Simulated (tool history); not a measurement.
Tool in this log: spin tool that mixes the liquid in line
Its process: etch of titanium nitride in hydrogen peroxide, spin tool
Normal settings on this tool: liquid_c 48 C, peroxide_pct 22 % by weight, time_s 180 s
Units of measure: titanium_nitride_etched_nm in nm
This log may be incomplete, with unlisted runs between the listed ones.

run	hour	liquid_c	peroxide_pct	time_s	read-back film thickness of the titanium nitride reference wafer, read on the same gauge (nm)	titanium_nitride_etched_nm
1	0	48	22	180	89.99	9.34
2	92.8	48	22	180	90	9.25
3	143.1	48	22	180	90	9.36
4	199.2	48	22	180	90	9.42
5	290.8	48	22	180	90	9.49
6	381.1	48	22	180	90.01	9.48
# hour 440.9: thermometer replaced
7	488.4	48	22	180	89.98	9.57
# hour 518.9: heated supply line repaired
8	536	48	22	180	90	9.4
# hour 543.4: peroxide flow meter replaced
9	633.9	48	22	180	90.02	9.61
10	671.7	48	22	180	90	9.49
# hour 740.3: gauge calibrated
11	766	43.5	16	245	90	8.74

What will run 12 give?
12	840.8	55	20.5	220	?	?

Logged for run 12: read-back film thickness of the titanium nitride reference wafer, read on the same gauge (nm) 90.01, titanium_nitride_etched_nm 18.84 nm.
On a tool with no hidden condition, and with the same random variation, this run would have come out at titanium_nitride_etched_nm 18.84 nm.

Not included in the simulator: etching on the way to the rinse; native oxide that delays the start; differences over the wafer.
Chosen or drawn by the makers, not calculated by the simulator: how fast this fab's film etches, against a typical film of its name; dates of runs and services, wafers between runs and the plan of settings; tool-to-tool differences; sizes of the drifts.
